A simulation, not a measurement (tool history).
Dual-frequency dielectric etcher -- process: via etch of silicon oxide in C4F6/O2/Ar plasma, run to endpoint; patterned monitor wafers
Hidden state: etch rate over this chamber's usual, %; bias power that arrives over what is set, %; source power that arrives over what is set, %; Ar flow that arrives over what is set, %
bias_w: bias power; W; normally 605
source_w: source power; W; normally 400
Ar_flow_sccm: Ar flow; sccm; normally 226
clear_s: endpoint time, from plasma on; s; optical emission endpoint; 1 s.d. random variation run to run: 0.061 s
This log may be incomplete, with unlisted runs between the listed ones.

| run | hour | bias_w | source_w | Ar_flow_sccm | wafers since the last listed run | hours since the last wet clean | hours since the last bias power generator calibration | hours since the last source power generator calibration | hours since the last Ar flow controller change | hours since the last upper electrode change | incoming incoming film thickness, nm | clear_s |
|---|---|---|---|---|---|---|---|---|---|---|---|---|
| 1 | 0.0 | 605 | 400 | 226 | 0 | 148.2 | 3257.3 | 537.1 | 3194.8 | 1654.9 | 89.1 | 16.2 |
| 2 | 93.5 | 605 | 400 | 226 | 2037 | 241.7 | 3350.8 | 630.6 | 3288.3 | 1748.4 | 88.2 | 15.9 |
| 3 | 167.5 | 605 | 400 | 226 | 1612 | 315.7 | 3424.8 | 704.6 | 3362.3 | 1822.4 | 89.5 | 16.3 |
| 4 | 248.6 | 605 | 400 | 226 | 1767 | 396.8 | 3505.9 | 785.7 | 3443.4 | 1903.5 | 89.3 | 16.3 |
| 5 | 332.8 | 605 | 400 | 226 | 1835 | 481.0 | 3590.1 | 869.9 | 3527.6 | 1987.7 | 89.2 | 16.2 |
| 6 | 384.7 | 605 | 400 | 226 | 1131 | 532.9 | 3642.0 | 921.8 | 3579.5 | 2039.6 | 90.1 | 16.4 |
| 7 | 452.3 | 605 | 400 | 226 | 1473 | 600.5 | 3709.6 | 989.4 | 3647.1 | 2107.2 | 89.3 | 16.4 |
|  | 501.3 | upper electrode replaced |
| 8 | 502.1 | 605 | 400 | 226 | 562 | 650.3 | 3759.4 | 1039.2 | 3696.9 | 0.8 | 89.4 | 16.4 |
|  | 553.5 | wet clean of the chamber |
| 9 | 554.0 | 605 | 400 | 226 | 608 | 0.5 | 3811.3 | 1091.1 | 3748.8 | 52.7 | 90.6 | 16.6 |
| 10 | 588.7 | 605 | 400 | 226 | 756 | 35.2 | 3846.0 | 1125.8 | 3783.5 | 87.4 | 89.3 | 16.2 |
| 11 | 652.9 | 605 | 400 | 204 | 1399 | 99.4 | 3910.2 | 1190.0 | 3847.7 | 151.6 | 89.8 | 16.2 |
| 12 | 715.2 | 605 | 400 | 204 | 1357 | 161.7 | 3972.5 | 1252.3 | 3910.0 | 213.9 | 89.9 | 16.2 |
| 13 | 773.4 | 605 | 400 | 200 | 1268 | 219.9 | 4030.7 | 1310.5 | 3968.2 | 272.1 | 89.3 | 16.2 |
| 14 | 836.5 | 605 | 400 | 226 | 1375 | 283.0 | 4093.8 | 1373.6 | 4031.3 | 335.2 | 89.0 | 16.4 |
| 15 | 997.3 | 605 | 400 | 226 | 3504 | 443.8 | 4254.6 | 1534.4 | 4192.1 | 496.0 | 89.0 | 16.3 |
| 16 | 1040.5 | 605 | 310 | 274 | 941 | 487.0 | 4297.8 | 1577.6 | 4235.3 | 539.2 | 89.1 | 17.8 |
|  | 1087.4 | wet clean of the chamber |
| 17 | 1131.2 | 605 | 400 | 226 | 1453 | 43.8 | 4388.5 | 1668.3 | 4326.0 | 629.9 | 90.4 | 16.7 |
|  | 1136.7 | source power generator calibrated |
| 18 | 1182.8 | 605 | 440 | 226 | 1037 | 95.4 | 4440.1 | 46.1 | 4377.6 | 681.5 | 89.6 | 16.1 |
|  | 1262.6 | Ar flow controller replaced |
| 19 | 1263.1 | 605 | 400 | 226 | 1619 | 175.7 | 4520.4 | 126.4 | 0.5 | 761.8 | 89.3 | 16.4 |
|  | 1322.4 | bias power generator calibrated |
| 20 | 1360.3 | 709 | 470 | 245 | 2031 | 272.9 | 37.9 | 223.6 | 97.7 | 859.0 | 89.2 | 14.2 |
| 21 | 1409.8 | 552 | 340 | 261 | 1078 | 322.4 | 87.4 | 273.1 | 147.2 | 908.5 | 88.7 | 17.8 |
| 22 | 1457.3 | 605 | 480 | 226 | 1035 | 369.9 | 134.9 | 320.6 | 194.7 | 956.0 | 89.8 | 15.4 |
| 23 | 1519.2 | 605 | 400 | 244 | 1349 | 431.8 | 196.8 | 382.5 | 256.6 | 1017.9 | 89.7 | 16.2 |
| 24 | 1606.6 | 605 | 400 | 226 | 1904 | 519.2 | 284.2 | 469.9 | 344.0 | 1105.3 | 88.8 | 15.9 |
|  | 1717.3 | wet clean of the chamber |
| 25 | 1766.0 | 679 | 320 | 201 | 2951 | 48.7 | 443.6 | 629.3 | 503.4 | 1264.7 | 89.4 | 15.5 |
| 26 | 1805.3 | 605 | 370 | 226 | 856 | 88.0 | 482.9 | 668.6 | 542.7 | 1304.0 | 88.0 | 16.0 |
| 27 | 1879.8 | 605 | 400 | 226 | 1623 | 162.5 | 557.4 | 743.1 | 617.2 | 1378.5 | 89.3 | 16.0 |
| 28 | 1956.7 | 605 | 440 | 187 | 1676 | 239.4 | 634.3 | 820.0 | 694.1 | 1455.4 | 90.3 | 15.4 |

Subtracting, for every run, the result it would have given without the tool's unlogged condition from the measured result gives the following. The same run-to-run variation enters both numbers; the gauge's scatter may not:
| run | clear_s |
|---|---|
| 1 | +0.3 |
| 2 | +0.2 |
| 3 | +0.3 |
| 4 | +0.3 |
| 5 | +0.3 |
| 6 | +0.3 |
| 7 | +0.4 |
| 8 | +0.4 |
| 9 | +0.4 |
| 10 | +0.3 |
| 11 | +0.4 |
| 12 | +0.4 |
| 13 | +0.5 |
| 14 | +0.5 |
| 15 | +0.4 |
| 16 | +0.6 |
| 17 | +0.5 |
| 18 | +0.5 |
| 19 | +0.5 |
| 20 | +0.0 |
| 21 | +0.1 |
| 22 | +0.0 |
| 23 | +0.0 |
| 24 | +0.0 |
| 25 | +0.1 |
| 26 | +0.0 |
| 27 | +0.1 |
| 28 | +0.0 |
